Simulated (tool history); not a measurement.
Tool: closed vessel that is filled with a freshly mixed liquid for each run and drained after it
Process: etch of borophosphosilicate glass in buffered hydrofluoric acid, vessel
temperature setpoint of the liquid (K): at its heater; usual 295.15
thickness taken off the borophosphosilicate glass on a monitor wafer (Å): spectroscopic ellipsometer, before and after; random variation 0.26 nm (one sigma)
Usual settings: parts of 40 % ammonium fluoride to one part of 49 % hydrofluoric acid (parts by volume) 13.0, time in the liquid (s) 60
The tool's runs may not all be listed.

run,hour,temperature setpoint of the liquid (K),parts of 40 % ammonium fluoride to one part of 49 % hydrofluoric acid (parts by volume),time in the liquid (s),"read-back film thickness of the borophosphosilicate glass reference wafer, read on the same gauge (nm)",thickness taken off the borophosphosilicate glass on a monitor wafer (Å)
1,0.0,297.65,13.0,60,79.93,948.9
2,59.5,295.15,13.0,85,80.02,1166.2
3,156.4,295.15,13.0,60,80.01,820.3
4,291.4,295.15,13.0,60,79.98,813.5
# hour 362.9: hydrofluoric acid flow meter replaced
5,389.5,295.15,13.0,60,80.00,829.3
6,479.2,295.15,16.5,60,80.03,653.0
7,526.5,295.15,16.5,60,80.05,653.7
8,669.5,295.15,13.0,60,80.02,822.5
9,705.6,293.15,10.5,35,80.05,526.7
10,759.2,290.15,13.0,60,79.99,623.2
11,824.6,295.15,13.0,75,79.98,1024.9
12,870.4,295.15,9.0,85,80.04,1608.9
13,976.2,295.15,13.0,60,80.02,814.3
14,1058.2,295.15,9.0,40,79.98,752.3
15,1146.3,295.15,13.0,60,80.06,813.8
# hour 1164.2: thermometer replaced
16,1238.6,290.15,8.5,70,80.06,1079.0
17,1343.1,295.15,13.0,60,79.99,825.7
18,1386.1,298.15,13.0,95,80.01,1538.9
19,1488.5,291.15,10.5,30,79.97,406.0
20,1535.6,295.15,13.0,60,80.01,821.4
# hour 1571.8: gauge calibrated
21,1634.2,295.15,13.0,60,80.00,816.8
22,1807.1,291.15,8.5,45,80.02,720.3
23,1868.6,290.65,16.0,70,80.03,599.7
24,1910.9,297.65,17.5,60,80.03,695.2
# hour 2007.2: hydrofluoric acid flow meter replaced
25,2012.0,295.15,13.0,60,79.93,825.5
26,2095.4,295.15,13.0,45,79.98,618.4
27,2160.4,297.15,11.0,60,79.99,1083.8
28,2243.9,295.15,14.5,60,80.02,736.3
29,2297.8,295.15,13.0,70,80.03,955.0
# hour 2300.2: thermometer replaced
30,2369.5,295.15,13.0,50,79.97,694.6
31,2443.9,291.65,13.0,30,79.96,345.1

4 ways to go on from here, each from the tool as it stands after run 31. What would each give?
A,2444.6,295.15,13.0,60,?,?
B,2444.6,295.15,13.0,35,?,?
C,2444.6,295.15,17.0,85,?,?
D,2444.6,296.65,14.5,50,?,?

run,"read-back film thickness of the borophosphosilicate glass reference wafer, read on the same gauge (nm)",thickness taken off the borophosphosilicate glass on a monitor wafer (Å)
A,79.95,832.4
B,79.95,485.6
C,79.95,904.8
D,79.95,675.9
Without the tool's hidden state the same runs would have given:
run,thickness taken off the borophosphosilicate glass on a monitor wafer (Å)
A,841.8
B,491.1
C,915.0
D,683.5
